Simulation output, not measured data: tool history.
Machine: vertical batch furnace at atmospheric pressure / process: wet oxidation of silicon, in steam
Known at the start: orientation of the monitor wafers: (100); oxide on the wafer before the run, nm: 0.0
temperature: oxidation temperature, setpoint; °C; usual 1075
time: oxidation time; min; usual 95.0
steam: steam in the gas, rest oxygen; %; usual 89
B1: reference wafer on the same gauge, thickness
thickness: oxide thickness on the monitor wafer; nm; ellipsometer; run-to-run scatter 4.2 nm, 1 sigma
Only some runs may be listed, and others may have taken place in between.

run 1 hour=0.0 | temperature=1075 time=95.0 steam=89 | B1=629.66 | thickness=751.77
run 2 hour=74.3 | temperature=1075 time=95.0 steam=89 | B1=629.09 | thickness=762.83
run 3 hour=150.2 | temperature=1075 time=95.0 steam=89 | B1=630.23 | thickness=755.56
run 4 hour=213.2 | temperature=1075 time=95.0 steam=80 | B1=630.18 | thickness=709.40
run 5 hour=288.5 | temperature=1075 time=95.0 steam=80 | B1=630.82 | thickness=714.91
run 6 hour=370.6 | temperature=1075 time=95.0 steam=80 | B1=631.34 | thickness=709.05
run 7 hour=473.8 | temperature=1075 time=95.0 steam=89 | B1=627.45 | thickness=754.39
run 8 hour=796.5 | temperature=1075 time=95.0 steam=89 | B1=629.37 | thickness=755.52
run 9 hour=873.8 | temperature=1075 time=95.0 steam=89 | B1=629.28 | thickness=755.25
run 10 hour=967.2 | temperature=1075 time=95.0 steam=89 | B1=628.11 | thickness=760.90
run 11 hour=1073.0 | temperature=1075 time=95.0 steam=89 | B1=631.44 | thickness=753.94
run 12 hour=1113.9 | temperature=1075 time=95.0 steam=89 | B1=628.40 | thickness=753.06
run 13 hour=1207.1 | temperature=1075 time=95.0 steam=89 | B1=631.88 | thickness=756.64
run 14 hour=1317.0 | temperature=1051 time=134.0 steam=89 | B1=628.84 | thickness=833.75
run 15 hour=1409.8 | temperature=1075 time=53.0 steam=94 | B1=629.00 | thickness=557.18
run 16 hour=1481.3 | temperature=1085 time=95.0 steam=89 | B1=631.80 | thickness=781.03
run 17 hour=1525.2 | temperature=1075 time=114.0 steam=89 | B1=629.88 | thickness=832.82
run 18 hour=1562.9 | temperature=1075 time=95.0 steam=97 | B1=631.32 | thickness=803.48
run 19 hour=1668.6 | temperature=1075 time=95.0 steam=89 | B1=631.44 | thickness=752.68
run 20 hour=1742.2 | temperature=1092 time=95.0 steam=89 | B1=631.35 | thickness=810.64
run 21 hour=1843.3 | temperature=1056 time=95.0 steam=89 | B1=628.69 | thickness=702.36
run 22 hour=1905.0 | temperature=1075 time=108.5 steam=89 | B1=630.66 | thickness=814.98
run 23 hour=1970.9 | temperature=1059 time=75.5 steam=94 | B1=629.99 | thickness=638.82
run 24 hour=2058.6 | temperature=1091 time=95.0 steam=89 | B1=629.62 | thickness=799.83
run 25 hour=2114.5 | temperature=1057 time=95.0 steam=89 | B1=630.14 | thickness=702.56
run 26 hour=2177.2 | temperature=1075 time=53.0 steam=94 | B1=630.00 | thickness=560.48
run 27 hour=2283.6 | temperature=1075 time=95.0 steam=89 | B1=629.62 | thickness=760.87

Missing from the log above: 4 entries noted between runs. For each, name the pair of listed runs it sits between and say how the tool's hidden condition differs from the listed run just before to the listed run just after:
After run 5, before run 6: steam generator serviced (hour 353.7)
  the hidden state is the same at both runs
After run 13, before run 14: thermocouples replaced and temperature profile calibrated (hour 1316.5)
  the hidden state is the same at both runs
After run 14, before run 15: gauge calibrated (hour 1332.7)
  the hidden state is the same at both runs
After run 18, before run 19: steam generator serviced (hour 1668.1)
  the hidden state is the same at both runs
